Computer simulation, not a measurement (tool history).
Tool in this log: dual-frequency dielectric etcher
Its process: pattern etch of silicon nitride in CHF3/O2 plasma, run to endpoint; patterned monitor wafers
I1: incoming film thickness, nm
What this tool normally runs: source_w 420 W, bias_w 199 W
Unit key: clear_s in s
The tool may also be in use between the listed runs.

Run 1, hour 0.0: usual settings but source_w 480 W; I1 63.5. Result: clear_s 42.0 s.
Run 2, hour 39.7: usual settings; I1 62.5. Result: clear_s 43.9 s.
Run 3, hour 119.1: usual settings; I1 62.9. Result: clear_s 44.6 s.
Run 4, hour 190.2: usual settings; I1 63.5. Result: clear_s 44.1 s.
Run 5, hour 268.7: usual settings; I1 63.2. Result: clear_s 43.6 s.
Run 6, hour 368.7: usual settings; I1 62.8. Result: clear_s 42.9 s.
At hour 424.2: wet clean of the chamber.
Run 7, hour 452.5: usual settings; I1 62.8. Result: clear_s 45.8 s.
Run 8, hour 532.9: usual settings; I1 63.0. Result: clear_s 46.4 s.

Predict the results of run 9:
At hour 560.1: bias power generator calibrated.
Run 9, hour 579.2: usual settings but source_w 390 W, bias_w 219 W; I1 63.0. Result: clear_s ?.

clear_s: 44.3 s
With no hidden state in the tool, this same run would have given clear_s 44.4 s.
